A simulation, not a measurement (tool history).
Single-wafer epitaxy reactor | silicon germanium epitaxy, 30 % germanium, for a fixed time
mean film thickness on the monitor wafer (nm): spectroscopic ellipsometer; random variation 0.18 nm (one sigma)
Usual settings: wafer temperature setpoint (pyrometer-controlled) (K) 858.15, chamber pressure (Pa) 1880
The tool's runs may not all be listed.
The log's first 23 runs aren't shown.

| run | hour | wafer temperature setpoint (pyrometer-controlled) (K) | chamber pressure (Pa) | read-back reference wafer on the same gauge, thickness_nm | mean film thickness on the monitor wafer (nm) |
|---|---|---|---|---|---|
| 24 | 1126.2 | 868.15 | 1493 | 48.503 | 42.432 |
| 25 | 1196.5 | 858.15 | 1467 | 48.502 | 35.888 |
| 26 | 1251.9 | 869.15 | 1667 | 48.469 | 45.555 |
| 27 | 1320.0 | 863.15 | 2120 | 48.544 | 46.713 |
| 28 | 1387.6 | 858.15 | 1880 | 48.484 | 40.341 |
| 29 | 1441.4 | 858.15 | 1880 | 48.470 | 40.718 |
| 30 | 1492.1 | 858.15 | 2120 | 48.509 | 43.033 |
| 31 | 1685.1 | 851.15 | 2200 | 48.494 | 38.855 |
| 32 | 1739.4 | 858.15 | 2013 | 48.478 | 41.802 |
| 33 | 1790.3 | 858.15 | 1880 | 48.499 | 40.134 |
| 34 | 1850.9 | 853.15 | 1533 | 48.491 | 33.992 |

Forecast each of these 5 alternatives for the next run:
| A | 1851.3 | 858.15 | 1880 | ? | ? |
| B | 1851.3 | 848.15 | 2026 | ? | ? |
| C | 1851.3 | 853.15 | 2200 | ? | ? |
| D | 1851.3 | 844.15 | 2026 | ? | ? |
| E | 1851.3 | 858.15 | 1667 | ? | ? |

| run | read-back reference wafer on the same gauge, thickness_nm | mean film thickness on the monitor wafer (nm) |
|---|---|---|
| A | 48.495 | 40.695 |
| B | 48.495 | 35.704 |
| C | 48.495 | 40.437 |
| D | 48.495 | 33.349 |
| E | 48.495 | 38.276 |
Without the tool's hidden state the same runs would have given:
| run | mean film thickness on the monitor wafer (nm) |
|---|---|
| A | 40.789 |
| B | 35.786 |
| C | 40.531 |
| D | 33.426 |
| E | 38.364 |
